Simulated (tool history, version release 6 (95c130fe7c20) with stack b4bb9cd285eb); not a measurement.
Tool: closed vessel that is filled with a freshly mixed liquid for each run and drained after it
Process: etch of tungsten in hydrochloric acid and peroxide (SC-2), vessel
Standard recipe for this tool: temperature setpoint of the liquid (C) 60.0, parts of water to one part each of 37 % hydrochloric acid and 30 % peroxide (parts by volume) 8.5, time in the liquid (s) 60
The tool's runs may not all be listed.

run	day	temperature setpoint of the liquid (C)	parts of water to one part each of 37 % hydrochloric acid and 30 % peroxide (parts by volume)	time in the liquid (s)	wafers since the last listed run	hours since the thermometer was replaced	hours since the chemicals flow meter was replaced	hours since the drum of peroxide was connected	hours since the gauge calibration	read-back film thickness of the tungsten reference wafer, read on the same gauge (nm)	thickness taken off the tungsten on a monitor wafer (Å)
1	0.000	60.0	8.5	60	0	1508.3	1029.4	366.3	458.2	39.98	235.3
2	1.517	60.0	8.5	60	3518	1544.7	1065.8	402.7	494.6	39.99	240.7
3	4.625	60.0	8.5	60	7211	1619.3	1140.4	477.3	569.2	39.99	236.9
4	9.612	60.0	7.5	60	11570	1739.0	1260.1	597.0	688.9	40.00	264.7
5	13.967	60.0	7.5	60	10101	1843.5	1364.6	701.5	793.4	39.98	268.0
6	15.488	60.0	7.5	60	3528	1880.0	1401.1	738.0	829.9	39.93	262.9
7	17.542	60.0	8.5	60	4765	1929.3	1450.4	787.3	879.2	39.96	243.6
8	21.321	60.0	8.5	60	8767	2020.0	1541.1	878.0	969.9	39.98	242.7
# day 24.188: chemicals flow meter replaced
9	25.017	60.0	8.5	60	8477	2108.7	19.9	966.7	1058.6	40.00	232.3
# day 28.538: gauge calibrated
10	28.767	60.0	8.5	60	8699	2198.7	109.9	1056.7	5.5	39.93	230.7
# day 32.729: thermometer replaced
11	32.858	51.5	5.5	95	9395	3.1	208.1	1154.9	103.7	39.95	296.6
12	36.267	55.5	8.5	50	7907	84.9	289.9	1236.7	185.5	40.03	142.3
# day 39.038: new drum of peroxide connected
13	39.292	60.0	6.5	35	6921	157.5	362.5	6.1	258.1	39.96	166.7
14	40.888	60.0	6.5	60	3702	195.8	400.8	44.4	296.4	40.03	289.1
15	43.021	51.5	8.5	60	4949	247.0	452.0	95.6	347.6	40.01	135.9
16	44.529	60.0	12.5	60	3499	283.2	488.2	131.8	383.8	40.02	169.6
17	48.258	60.0	8.5	60	8651	372.7	577.7	221.3	473.3	39.98	236.8
18	52.125	60.0	6.5	95	8970	465.5	670.5	314.1	566.1	40.00	458.8
19	54.962	60.0	8.5	95	6582	533.6	738.6	382.2	634.2	40.07	370.4

Below are 4 alternative next runs, each starting from the tool's condition after run 19. Predict each:
A	54.992	60.0	8.5	60	67	534.3	739.3	382.9	634.9	?	?
B	54.992	50.5	7.5	30	67	534.3	739.3	382.9	634.9	?	?
C	54.992	51.0	10.0	60	67	534.3	739.3	382.9	634.9	?	?
D	54.992	64.0	8.5	45	67	534.3	739.3	382.9	634.9	?	?

run	read-back film thickness of the tungsten reference wafer, read on the same gauge (nm)	thickness taken off the tungsten on a monitor wafer (Å)
A	40.02	236.4
B	40.02	70.7
C	40.02	115.9
D	40.02	227.2
With the hidden condition removed and each run's random variation left untouched, the same runs would have given:
run	thickness taken off the tungsten on a monitor wafer (Å)
A	230.3
B	68.9
C	112.8
D	221.3

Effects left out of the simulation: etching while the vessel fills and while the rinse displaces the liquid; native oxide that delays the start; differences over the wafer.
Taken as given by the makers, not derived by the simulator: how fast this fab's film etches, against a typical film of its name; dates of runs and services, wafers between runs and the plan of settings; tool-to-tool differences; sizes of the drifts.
